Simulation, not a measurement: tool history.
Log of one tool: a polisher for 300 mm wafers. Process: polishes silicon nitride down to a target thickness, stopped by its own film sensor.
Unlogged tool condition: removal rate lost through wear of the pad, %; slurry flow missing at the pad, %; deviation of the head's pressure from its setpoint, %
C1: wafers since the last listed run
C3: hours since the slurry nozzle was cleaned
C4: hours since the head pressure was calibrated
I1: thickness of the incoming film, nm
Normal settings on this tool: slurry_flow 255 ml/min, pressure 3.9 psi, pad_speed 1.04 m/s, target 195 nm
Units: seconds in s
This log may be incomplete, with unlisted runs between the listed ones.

{"run": 1, "day": 0.0, "slurry_flow": 320, "pressure": 3.9, "pad_speed": 1.04, "target": 195, "C1": 0, "wafers polished on this pad": 1044, "C3": 771.6, "C4": 407.1, "I1": 349.8, "seconds": 77.5}
{"run": 2, "day": 2.979, "slurry_flow": 320, "pressure": 3.9, "pad_speed": 1.04, "target": 195, "C1": 827, "wafers polished on this pad": 1872, "C3": 843.1, "C4": 478.6, "I1": 356.6, "seconds": 86.9}
{"day": 3.375, "done": "slurry nozzle cleaned"}
{"run": 3, "day": 5.033, "slurry_flow": 320, "pressure": 3.9, "pad_speed": 1.04, "target": 195, "C1": 559, "wafers polished on this pad": 2431, "C3": 39.8, "C4": 527.9, "I1": 351.4, "seconds": 86.6}
{"day": 6.246, "done": "worn pad replaced by a new one"}
{"run": 4, "day": 7.283, "slurry_flow": 255, "pressure": 3.9, "pad_speed": 1.04, "target": 195, "C1": 578, "wafers polished on this pad": 288, "C3": 93.8, "C4": 581.9, "I1": 347.3, "seconds": 79.6}
{"run": 5, "day": 14.292, "slurry_flow": 255, "pressure": 3.9, "pad_speed": 1.04, "target": 195, "C1": 1947, "wafers polished on this pad": 2236, "C3": 262, "C4": 750.1, "I1": 352.5, "seconds": 86.8}
{"run": 6, "day": 16.788, "slurry_flow": 255, "pressure": 4.4, "pad_speed": 1.04, "target": 195, "C1": 693, "wafers polished on this pad": 2929, "C3": 321.9, "C4": 810, "I1": 350.9, "seconds": 80.3}
{"day": 17.408, "done": "worn pad replaced by a new one, of another model than before"}
{"run": 7, "day": 17.833, "slurry_flow": 255, "pressure": 3.9, "pad_speed": 1.04, "target": 195, "C1": 244, "wafers polished on this pad": 118, "C3": 347, "C4": 835.1, "I1": 349.2, "seconds": 81.5}
{"day": 18.733, "done": "head pressure recalibrated"}
{"run": 8, "day": 19.883, "slurry_flow": 255, "pressure": 3.9, "pad_speed": 1.04, "target": 195, "C1": 546, "wafers polished on this pad": 664, "C3": 396.2, "C4": 27.6, "I1": 356.6, "seconds": 84.6}
{"run": 9, "day": 21.008, "slurry_flow": 255, "pressure": 3.9, "pad_speed": 1.04, "target": 195, "C1": 312, "wafers polished on this pad": 977, "C3": 423.2, "C4": 54.6, "I1": 350.5, "seconds": 82.1}
{"run": 10, "day": 22.825, "slurry_flow": 255, "pressure": 3.9, "pad_speed": 1.04, "target": 195, "C1": 504, "wafers polished on this pad": 1481, "C3": 466.8, "C4": 98.2, "I1": 352.7, "seconds": 85.9}
{"run": 11, "day": 23.967, "slurry_flow": 305, "pressure": 3.9, "pad_speed": 1.04, "target": 195, "C1": 317, "wafers polished on this pad": 1799, "C3": 494.2, "C4": 125.6, "I1": 356.5, "seconds": 84}
{"run": 12, "day": 26.8, "slurry_flow": 255, "pressure": 4.7, "pad_speed": 1.04, "target": 154, "C1": 787, "wafers polished on this pad": 2586, "C3": 562.2, "C4": 193.6, "I1": 355.2, "seconds": 103.8}
{"day": 27.242, "done": "worn pad replaced by a new one"}
{"run": 13, "day": 29.742, "slurry_flow": 255, "pressure": 3.9, "pad_speed": 1.22, "target": 151, "C1": 771, "wafers polished on this pad": 695, "C3": 632.8, "C4": 264.2, "I1": 356.8, "seconds": 93.7}
{"run": 14, "day": 32.471, "slurry_flow": 255, "pressure": 5.2, "pad_speed": 1.28, "target": 195, "C1": 758, "wafers polished on this pad": 1453, "C3": 698.3, "C4": 329.7, "I1": 351.4, "seconds": 59.7}
{"run": 15, "day": 34.138, "slurry_flow": 255, "pressure": 3.9, "pad_speed": 1.22, "target": 195, "C1": 463, "wafers polished on this pad": 1916, "C3": 738.3, "C4": 369.7, "I1": 354.1, "seconds": 75.8}
{"day": 34.908, "done": "slurry nozzle cleaned"}
{"day": 38.608, "done": "worn pad replaced by a new one"}
{"run": 16, "day": 38.75, "slurry_flow": 255, "pressure": 3.9, "pad_speed": 1.34, "target": 232, "C1": 1223, "wafers polished on this pad": 39, "C3": 92.2, "C4": 480.4, "I1": 357.6, "seconds": 50.9}
{"run": 17, "day": 41.175, "slurry_flow": 255, "pressure": 3.3, "pad_speed": 1.04, "target": 195, "C1": 673, "wafers polished on this pad": 713, "C3": 150.4, "C4": 538.6, "I1": 348.6, "seconds": 86.4}
{"run": 18, "day": 43.296, "slurry_flow": 255, "pressure": 3.9, "pad_speed": 0.76, "target": 195, "C1": 589, "wafers polished on this pad": 1303, "C3": 201.3, "C4": 589.5, "I1": 349.8, "seconds": 109.7}
{"run": 19, "day": 44.517, "slurry_flow": 255, "pressure": 4.3, "pad_speed": 1.04, "target": 195, "C1": 339, "wafers polished on this pad": 1642, "C3": 230.6, "C4": 618.8, "I1": 347, "seconds": 76.9}
{"run": 20, "day": 46.854, "slurry_flow": 320, "pressure": 3.9, "pad_speed": 0.84, "target": 195, "C1": 649, "wafers polished on this pad": 2291, "C3": 286.7, "C4": 674.9, "I1": 351.5, "seconds": 100.1}
{"run": 21, "day": 48.912, "slurry_flow": 340, "pressure": 5.2, "pad_speed": 0.84, "target": 150, "C1": 571, "wafers polished on this pad": 2863, "C3": 336.1, "C4": 724.3, "I1": 351.1, "seconds": 118.5}

What will run 22 give?
{"day": 50.542, "done": "worn pad replaced by a new one"}
{"run": 22, "day": 51.438, "slurry_flow": 320, "pressure": 3.9, "pad_speed": 0.84, "target": 195, "C1": 655, "wafers polished on this pad": 249, "C3": 396.7, "C4": 784.9, "I1": 353.1, "seconds": "?"}

{"run 22": {"seconds": 99.1}}
On a tool with no hidden condition, and with the same random variation, this run would have come out at seconds 97.4 s.
